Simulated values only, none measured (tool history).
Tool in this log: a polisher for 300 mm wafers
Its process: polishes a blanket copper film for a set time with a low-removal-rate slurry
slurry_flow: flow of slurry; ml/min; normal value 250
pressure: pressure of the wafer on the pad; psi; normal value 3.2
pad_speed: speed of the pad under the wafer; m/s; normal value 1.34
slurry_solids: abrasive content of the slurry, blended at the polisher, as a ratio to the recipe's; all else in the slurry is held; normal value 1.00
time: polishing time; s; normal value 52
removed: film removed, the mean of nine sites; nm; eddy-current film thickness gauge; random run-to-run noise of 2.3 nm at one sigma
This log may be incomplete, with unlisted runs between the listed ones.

run     day  slurry_flow  pressure  pad_speed  slurry_solids  time  incoming thickness of the incoming film, nm  removed
  1   0.000          250       3.2       1.34           1.00    52                                       1042.5    229.1
  2   1.912          250       3.2       1.34           1.00    52                                       1051.9    224.3
  3   3.729          250       3.2       1.34           1.00    52                                       1043.1    225.9
  4   4.833          250       3.2       1.34           1.00    52                                       1052.6    225.1
  5   6.179          250       3.2       1.34           1.00    52                                       1044.2    225.6
  6   7.571          210       3.2       1.34           1.00    52                                       1019.6    215.5
      7.992  -- worn pad replaced by a new one
  7  10.533          210       3.2       1.34           1.00    52                                       1025.2    212.0
  8  12.379          250       3.2       1.34           1.00    52                                       1026.1    217.3
     12.433  -- slurry nozzle cleaned
     12.950  -- head pressure recalibrated
  9  14.650          250       3.2       1.66           1.00    52                                       1035.2    287.8
 10  15.779          250       3.2       1.34           1.00    61                                       1053.2    274.2
 11  17.983          250       3.2       1.34           1.00    61                                       1054.1    273.2
     19.650  -- worn pad replaced by a new one, of another model than before
     19.992  -- slurry blender recalibrated
 12  20.550          250       3.2       1.34           1.00    61                                       1047.5    271.8
 13  22.042          250       3.2       1.34           0.90    52                                       1020.7    227.5
 14  24.333          250       3.2       1.34           0.90    52                                       1041.6    224.3
 15  26.525          275       3.2       1.34           1.00    52                                       1033.6    229.3
 16  28.662          250       3.2       1.34           1.00    52                                       1036.0    225.7
 17  31.183          250       3.7       1.34           1.25    39                                       1047.4    188.8
     33.079  -- worn pad replaced by a new one
 18  35.342          250       3.2       1.34           1.00    52                                       1030.8    222.3
 19  36.700          250       2.1       1.34           1.20    35                                       1030.1    125.3
     37.038  -- slurry blender recalibrated
     37.246  -- slurry nozzle cleaned
 20  38.396          220       2.4       1.00           1.00    46                                       1051.0    139.4
 21  40.246          250       3.2       1.34           1.25    65                                       1041.1    307.4
 22  41.808          250       3.2       1.12           1.15    52                                       1042.4    210.3
     43.025  -- head pressure recalibrated
 23  44.046          250       2.9       1.74           1.15    52                                       1048.7    283.1
 24  45.433          250       3.2       1.34           1.00    52                                       1051.6    231.7
     45.892  -- worn pad replaced by a new one
 25  47.462          250       3.2       1.34           1.00    52                                       1023.4    231.8
 26  48.629          250       3.2       1.64           1.00    52                                       1057.2    265.8
 27  50.375          175       3.9       1.34           1.00    45                                       1024.3    216.8
 28  51.683          250       3.2       1.34           0.75    52                                       1027.1    217.5
 29  54.283          250       3.2       1.70           1.20    58                                       1045.7    319.2
     57.012  -- worn pad replaced by a new one
     57.938  -- slurry nozzle cleaned
     59.633  -- slurry blender recalibrated
 30  63.104          250       3.2       1.34           1.00    66                                       1036.5    291.8

Forecast each of these 4 alternatives for the next run:
  A  63.121          250       3.2       1.34           1.00    52                                       1040.5        ?
  B  63.121          205       3.6       1.34           1.00    52                                       1040.5        ?
  C  63.121          195       3.2       1.34           1.00    52                                       1040.5        ?
  D  63.121          250       2.6       1.34           1.15    57                                       1040.5        ?

run  removed
  A    227.2
  B    238.4
  C    223.0
  D    230.9
Without the tool's unlogged condition, the same runs would have read:
run  removed
  A    228.9
  B    240.3
  C    224.9
  D    232.6

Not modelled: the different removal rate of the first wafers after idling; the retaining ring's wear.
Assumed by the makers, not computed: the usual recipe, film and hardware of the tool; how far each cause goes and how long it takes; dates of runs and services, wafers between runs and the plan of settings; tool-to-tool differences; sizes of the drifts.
